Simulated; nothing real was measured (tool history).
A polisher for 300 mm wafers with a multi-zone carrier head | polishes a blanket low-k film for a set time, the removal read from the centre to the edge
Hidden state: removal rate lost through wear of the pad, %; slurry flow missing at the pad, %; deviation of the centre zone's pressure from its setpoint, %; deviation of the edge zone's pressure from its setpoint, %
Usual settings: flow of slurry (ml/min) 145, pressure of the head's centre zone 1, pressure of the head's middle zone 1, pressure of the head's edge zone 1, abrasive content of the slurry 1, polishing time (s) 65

run	hour	flow of slurry (ml/min)	pressure of the head's centre zone	pressure of the head's middle zone	pressure of the head's edge zone	abrasive content of the slurry	polishing time (s)	wafers since the last listed run	wafers polished on this pad	hours since the slurry nozzle was cleaned	hours since the centre zone pressure was calibrated	hours since the edge zone pressure was calibrated	hours since the carrier head's membrane was replaced	incoming thickness of the incoming film, nm	film removed at the wafer's centre (Å)	film removed at mid-radius (Å)	film removed at the wafer's edge (Å)
1	0	170	1	1	1	1	79	0	676	464	779	458.5	912.9	794	187	191	190
2	30.8	170	1	1	1	1	79	221	897	494.8	809.8	489.3	943.7	771.4	176	186	182
# hour 41.4: worn pad replaced by a new one
3	49.3	145	1	1	1	1	65	104	56	513.3	828.3	507.8	962.2	773.8	157	160	158
4	67.8	145	1	1	1	1.1	65	132	189	531.8	846.8	526.3	980.7	776.7	162	167	165
5	99.5	145	1	1	1	1.1	65	227	417	563.5	878.5	558	1012.4	777.1	162	164	160
6	114.4	145	1	1	1	1.1	65	107	524	578.4	893.4	572.9	1027.3	784.6	154	159	160
7	129.1	145	1	1	1	1.2	65	105	630	593.1	908.1	587.6	1042	781.1	162	165	161
8	152	110	1.04	1	1	1	65	164	794	616	931	610.5	1064.9	778.9	132	136	138
# hour 161.4: edge zone pressure recalibrated
# hour 180.3: worn pad replaced by a new one
9	185.1	110	1.04	1	1	1	65	194	34	649.1	964.1	23.7	1098	774.5	143	143	150
10	203.9	110	1.04	1	1	1	65	135	169	667.9	982.9	42.5	1116.8	786.8	141	141	149
# hour 224.4: carrier head's membrane replaced by a new one
11	224.9	145	1	1	0.92	1	65	114	284	688.9	1003.9	63.5	0.5	768.3	148	156	148
12	245.9	165	1	1	1	1	51	150	435	709.9	1024.9	84.5	21.5	775.7	122	125	121
13	267.4	100	1.07	1	0.89	1.25	65	154	590	731.4	1046.4	106	43	771.5	142	141	139
14	295.8	145	1	1	1	1.25	65	204	794	759.8	1074.8	134.4	71.4	787	151	154	155
15	313.9	145	1	1	1	1	65	130	924	777.9	1092.9	152.5	89.5	775.8	131	135	137
16	326.8	145	1.04	1	1	1	65	92	1016	790.8	1105.8	165.4	102.4	787.8	131	133	134
# hour 334: worn pad replaced by a new one
# hour 337.2: slurry nozzle cleaned
17	382.4	180	1	1	1	1	65	363	340	45.2	1161.4	221	158	776.3	165	167	166
18	397.4	105	0.91	1	1	1	65	107	448	60.2	1176.4	236	173	778.1	134	148	147
# hour 423.1: centre zone pressure recalibrated
19	425.5	145	1	1.03	1	1	65	187	635	88.3	2.4	264.1	201.1	765.1	153	157	155
20	457.7	145	1	0.91	1	1	65	231	866	120.5	34.6	296.3	233.3	789.1	142	135	146
# hour 476.1: worn pad replaced by a new one
21	491.4	145	1	1	1	1	65	213	109	154.2	68.3	330	267	783.9	160	165	158
22	515.4	120	1	1	0.9	0.7	65	172	282	178.2	92.3	354	291	789.6	127	130	125
23	534.9	145	1	1	1	1.15	65	140	422	197.7	111.8	373.5	310.5	766	167	169	169

Measured less the same run without the tool's hidden state. The same run-to-run variation is in both; the gauge's scatter may not be:
run	film removed at the wafer's centre (Å)	film removed at mid-radius (Å)	film removed at the wafer's edge (Å)
1	-17	-16	-15
2	-25	-26	-24
3	-7	-6	-5
4	-7	-7	-5
5	-11	-11	-9
6	-13	-13	-12
7	-18	-17	-14
8	-22	-22	-19
9	-12	-10	-8
10	-13	-12	-9
11	-12	-12	-9
12	-12	-11	-9
13	-26	-23	-17
14	-29	-28	-24
15	-32	-31	-28
16	-37	-36	-32
17	-5	-6	-5
18	-6	-7	-6
19	-12	-12	-12
20	-19	-18	-20
21	-2	-2	-2
22	-3	-4	-3
23	-7	-6	-6
